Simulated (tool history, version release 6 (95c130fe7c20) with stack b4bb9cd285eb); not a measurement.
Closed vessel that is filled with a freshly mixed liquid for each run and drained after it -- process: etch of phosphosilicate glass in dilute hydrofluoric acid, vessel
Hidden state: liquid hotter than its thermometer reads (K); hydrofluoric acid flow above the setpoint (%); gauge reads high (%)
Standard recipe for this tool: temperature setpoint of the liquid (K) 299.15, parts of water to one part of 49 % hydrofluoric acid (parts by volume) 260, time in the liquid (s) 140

run,hour,temperature setpoint of the liquid (K),parts of water to one part of 49 % hydrofluoric acid (parts by volume),time in the liquid (s),wafers since the last listed run,hours since the thermometer was replaced,hours since the hydrofluoric acid flow meter was replaced,hours since the gauge calibration,"read-back film thickness of the phosphosilicate glass reference wafer, read on the same gauge (nm)",thickness taken off the phosphosilicate glass on a monitor wafer (angstrom)
1,0,299.15,260,140,0,397.4,1839.7,243.6,90.01,398.3
2,9.7,299.15,260,140,1098,407.1,1849.4,253.3,89.96,397.4
# hour 20.9: gauge calibrated
3,23.2,299.15,260,140,1529,420.6,1862.9,2.3,90,399.6
4,32.6,299.15,260,140,1064,430,1872.3,11.7,89.96,401
5,50.4,301.65,260,140,2016,447.8,1890.1,29.5,89.99,436.8
6,62,301.65,260,140,1314,459.4,1901.7,41.1,89.98,433.2
7,85.8,299.15,285,140,2696,483.2,1925.5,64.9,89.99,357.4
8,94.7,299.15,285,140,1008,492.1,1934.4,73.8,90,354.9
9,103.8,299.15,260,140,1030,501.2,1943.5,82.9,90,400.6
10,116.5,299.15,260,140,1438,513.9,1956.2,95.6,89.99,399.7
# hour 119: thermometer replaced
11,124,299.15,260,140,736,5,1963.7,103.1,89.98,397.3
# hour 130.7: hydrofluoric acid flow meter replaced
12,136.3,295.65,155,75,1280,17.3,5.6,115.4,89.97,352.2
13,150.8,299.15,260,140,1642,31.8,20.1,129.9,90,398.9
14,163.1,299.15,260,140,1393,44.1,32.4,142.2,89.98,399.1
15,174.5,299.15,345,80,1291,55.5,43.8,153.6,90.01,158.1
16,186.5,294.65,365,65,1359,67.5,55.8,165.6,90.03,102.2
17,199.5,301.65,260,195,1472,80.5,68.8,178.6,89.98,608.4
18,206,294.65,135,70,736,87,75.3,185.1,90.02,371.5
19,221.2,295.15,330,100,1721,102.2,90.5,200.3,90.02,182.7
20,237.7,296.15,175,185,1869,118.7,107,216.8,89.99,769.7
21,247.3,297.65,260,105,1087,128.3,116.6,226.4,89.98,284.3
22,255.9,294.15,165,100,974,136.9,125.2,235,90.01,412.4
23,267.5,299.15,175,95,1314,148.5,136.8,246.6,89.99,440.3
24,276.6,299.15,160,215,1030,157.6,145.9,255.7,89.99,1114.4
25,284.4,296.65,195,90,883,165.4,153.7,263.5,90.01,335.3
# hour 295.4: gauge calibrated
26,300.4,297.65,360,140,1812,181.4,169.7,5,89.96,246.4
27,316.4,299.15,360,170,1812,197.4,185.7,21,89.97,318
28,334.3,299.15,140,95,2027,215.3,203.6,38.9,89.99,576.1
29,349.7,302.65,260,140,1744,230.7,219,54.3,89.99,449.8
30,366.1,297.15,345,65,1857,247.1,235.4,70.7,90.05,119.9
31,374,299.15,260,140,894,255,243.3,78.6,89.98,399.3
32,385.8,303.15,325,140,1336,266.8,255.1,90.4,89.97,340.8

What the log doesn't show, run by run:
liquid hotter than its thermometer reads (K): 0 across all the runs
hydrofluoric acid flow above the setpoint (%): 0 across all the runs
gauge reads high (%): 0 across all the runs
